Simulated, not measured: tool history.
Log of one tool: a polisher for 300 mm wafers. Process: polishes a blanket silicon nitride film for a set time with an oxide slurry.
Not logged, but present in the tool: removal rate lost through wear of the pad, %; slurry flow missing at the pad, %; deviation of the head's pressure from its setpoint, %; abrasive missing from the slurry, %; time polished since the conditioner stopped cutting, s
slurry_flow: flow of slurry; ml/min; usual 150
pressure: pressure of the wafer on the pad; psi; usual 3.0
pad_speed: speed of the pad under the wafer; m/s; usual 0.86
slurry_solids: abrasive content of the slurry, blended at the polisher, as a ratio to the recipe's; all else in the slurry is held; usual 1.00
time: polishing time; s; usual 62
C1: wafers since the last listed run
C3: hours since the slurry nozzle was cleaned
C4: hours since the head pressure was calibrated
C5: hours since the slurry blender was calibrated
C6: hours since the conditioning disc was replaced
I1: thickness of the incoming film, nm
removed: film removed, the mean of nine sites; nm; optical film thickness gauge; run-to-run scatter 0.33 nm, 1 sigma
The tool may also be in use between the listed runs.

run 1 hour=0.0 | slurry_flow=150 pressure=3.0 pad_speed=0.86 slurry_solids=1.00 time=62 | C1=0 wafers_polished_on_this_pad=1205 C3=16.0 C4=8.0 C5=209.9 C6=29.4 | I1=512.1 | removed=26.9
run 2 hour=82.1 | slurry_flow=150 pressure=3.0 pad_speed=0.86 slurry_solids=0.85 time=62 | C1=519 wafers_polished_on_this_pad=1725 C3=98.1 C4=90.1 C5=292.0 C6=111.5 | I1=517.2 | removed=24.6
run 3 hour=132.0 | slurry_flow=150 pressure=3.0 pad_speed=0.86 slurry_solids=1.00 time=62 | C1=315 wafers_polished_on_this_pad=2041 C3=148.0 C4=140.0 C5=341.9 C6=161.4 | I1=512.9 | removed=26.0
run 4 hour=214.2 | slurry_flow=150 pressure=3.0 pad_speed=0.86 slurry_solids=1.00 time=62 | C1=520 wafers_polished_on_this_pad=2561 C3=230.2 C4=222.2 C5=424.1 C6=243.6 | I1=508.8 | removed=26.0
-- hour=262.1 worn pad replaced by a new one
run 5 hour=286.8 | slurry_flow=150 pressure=3.0 pad_speed=0.86 slurry_solids=1.00 time=62 | C1=434 wafers_polished_on_this_pad=156 C3=302.8 C4=294.8 C5=496.7 C6=316.2 | I1=500.8 | removed=24.9
-- hour=340.5 slurry blender recalibrated
run 6 hour=346.3 | slurry_flow=150 pressure=3.0 pad_speed=0.86 slurry_solids=1.00 time=62 | C1=364 wafers_polished_on_this_pad=520 C3=362.3 C4=354.3 C5=5.8 C6=375.7 | I1=516.5 | removed=24.3
-- hour=434.3 slurry nozzle cleaned
run 7 hour=452.3 | slurry_flow=150 pressure=3.0 pad_speed=0.86 slurry_solids=1.00 time=62 | C1=664 wafers_polished_on_this_pad=1185 C3=18.0 C4=460.3 C5=111.8 C6=481.7 | I1=504.0 | removed=23.7
-- hour=514.0 conditioning disc replaced and pad reconditioned
-- hour=517.3 head pressure recalibrated
run 8 hour=533.4 | slurry_flow=195 pressure=3.8 pad_speed=0.86 slurry_solids=1.00 time=62 | C1=488 wafers_polished_on_this_pad=1673 C3=99.1 C4=16.1 C5=192.9 C6=19.4 | I1=519.7 | removed=36.5
run 9 hour=705.6 | slurry_flow=135 pressure=3.0 pad_speed=0.86 slurry_solids=1.00 time=62 | C1=1090 wafers_polished_on_this_pad=2763 C3=271.3 C4=188.3 C5=365.1 C6=191.6 | I1=508.8 | removed=26.3
-- hour=719.9 worn pad replaced by a new one
run 10 hour=754.6 | slurry_flow=195 pressure=2.6 pad_speed=0.60 slurry_solids=1.00 time=47 | C1=284 wafers_polished_on_this_pad=219 C3=320.3 C4=237.3 C5=414.1 C6=240.6 | I1=504.4 | removed=13.7
-- hour=786.3 slurry blender recalibrated
run 11 hour=860.6 | slurry_flow=150 pressure=2.5 pad_speed=1.16 slurry_solids=1.00 time=62 | C1=658 wafers_polished_on_this_pad=878 C3=426.3 C4=343.3 C5=74.3 C6=346.6 | I1=516.8 | removed=26.4
-- hour=939.8 slurry nozzle cleaned
-- hour=961.1 conditioning disc replaced and pad reconditioned
-- hour=1112.8 head pressure recalibrated
run 12 hour=1113.3 | slurry_flow=150 pressure=2.2 pad_speed=0.86 slurry_solids=1.20 time=55 | C1=1568 wafers_polished_on_this_pad=2446 C3=173.5 C4=0.5 C5=327.0 C6=152.2 | I1=511.1 | removed=18.9
run 13 hour=1194.0 | slurry_flow=150 pressure=3.0 pad_speed=0.86 slurry_solids=1.00 time=62 | C1=510 wafers_polished_on_this_pad=2957 C3=254.2 C4=81.2 C5=407.7 C6=232.9 | I1=511.4 | removed=25.9
-- hour=1199.8 worn pad replaced by a new one
-- hour=1229.6 slurry blender recalibrated
run 14 hour=1238.1 | slurry_flow=150 pressure=3.0 pad_speed=0.86 slurry_solids=1.00 time=62 | C1=241 wafers_polished_on_this_pad=229 C3=298.3 C4=125.3 C5=8.5 C6=277.0 | I1=500.3 | removed=25.8
run 15 hour=1343.8 | slurry_flow=190 pressure=3.3 pad_speed=0.86 slurry_solids=1.25 time=62 | C1=669 wafers_polished_on_this_pad=899 C3=404.0 C4=231.0 C5=114.2 C6=382.7 | I1=510.5 | removed=30.8
run 16 hour=1389.6 | slurry_flow=120 pressure=2.0 pad_speed=0.86 slurry_solids=1.00 time=62 | C1=289 wafers_polished_on_this_pad=1189 C3=449.8 C4=276.8 C5=160.0 C6=428.5 | I1=514.4 | removed=16.0
-- hour=1392.7 slurry nozzle cleaned
-- hour=1415.7 conditioning disc replaced and pad reconditioned
run 17 hour=1487.9 | slurry_flow=110 pressure=3.0 pad_speed=0.86 slurry_solids=1.00 time=62 | C1=603 wafers_polished_on_this_pad=1792 C3=95.2 C4=375.1 C5=258.3 C6=72.2 | I1=510.3 | removed=26.0
run 18 hour=1538.6 | slurry_flow=150 pressure=2.6 pad_speed=1.04 slurry_solids=0.80 time=40 | C1=320 wafers_polished_on_this_pad=2113 C3=145.9 C4=425.8 C5=309.0 C6=122.9 | I1=507.7 | removed=15.3
run 19 hour=1577.8 | slurry_flow=150 pressure=3.7 pad_speed=0.86 slurry_solids=1.25 time=62 | C1=248 wafers_polished_on_this_pad=2361 C3=185.1 C4=465.0 C5=348.2 C6=162.1 | I1=505.4 | removed=37.3
run 20 hour=1655.8 | slurry_flow=150 pressure=2.2 pad_speed=0.86 slurry_solids=1.00 time=83 | C1=493 wafers_polished_on_this_pad=2855 C3=263.1 C4=543.0 C5=426.2 C6=240.1 | I1=515.5 | removed=26.1
-- hour=1671.5 worn pad replaced by a new one
-- hour=1715.6 slurry blender recalibrated
run 21 hour=1728.3 | slurry_flow=120 pressure=2.0 pad_speed=0.86 slurry_solids=1.00 time=62 | C1=421 wafers_polished_on_this_pad=346 C3=335.6 C4=615.5 C5=12.7 C6=312.6 | I1=514.2 | removed=16.6

What will run 22 give?
-- hour=1760.2 head pressure recalibrated
run 22 hour=1813.0 | slurry_flow=195 pressure=3.8 pad_speed=0.86 slurry_solids=1.00 time=62 | C1=523 wafers_polished_on_this_pad=870 C3=420.3 C4=52.8 C5=97.4 C6=397.3 | I1=510.1 | removed=?

removed: 32.8 nm
On a tool with no hidden condition, and with the same random variation, this run would have come out at removed 37.5 nm.
